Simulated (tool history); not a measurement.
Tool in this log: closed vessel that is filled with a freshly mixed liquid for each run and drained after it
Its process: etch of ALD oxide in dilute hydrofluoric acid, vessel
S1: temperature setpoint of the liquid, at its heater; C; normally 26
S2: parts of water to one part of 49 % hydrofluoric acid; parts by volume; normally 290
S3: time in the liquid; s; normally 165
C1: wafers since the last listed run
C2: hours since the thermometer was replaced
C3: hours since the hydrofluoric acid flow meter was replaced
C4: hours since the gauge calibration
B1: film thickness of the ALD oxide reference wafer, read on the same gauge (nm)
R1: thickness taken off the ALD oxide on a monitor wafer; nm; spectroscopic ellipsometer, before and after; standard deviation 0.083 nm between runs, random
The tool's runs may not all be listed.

run,day,S1,S2,S3,C1,C2,C3,C4,B1,R1
1,0.000,26,290,165,0,1264.0,1113.6,194.2,39.97,8.24
2,4.183,26,290,165,12571,1364.4,1214.0,294.6,39.98,8.46
3,6.688,26,290,215,7525,1424.5,1274.1,354.7,40.00,10.80
4,9.062,26,290,215,7137,1481.5,1331.1,411.7,39.97,10.81
5,11.425,26,290,215,7099,1538.2,1387.8,468.4,40.01,10.72
6,13.958,26,290,185,7613,1599.0,1448.6,529.2,40.02,9.34
# day 14.229: hydrofluoric acid flow meter replaced
7,17.258,26,290,185,9792,1678.2,72.7,608.4,39.98,9.26

The next listed run, before its measurement:
8,18.804,26,290,165,4645,1715.3,109.8,645.5,?,?

B1: 39.99
R1: 8.28 nm
Minus the tool's unlogged condition, the same run would have read R1 8.28 nm.
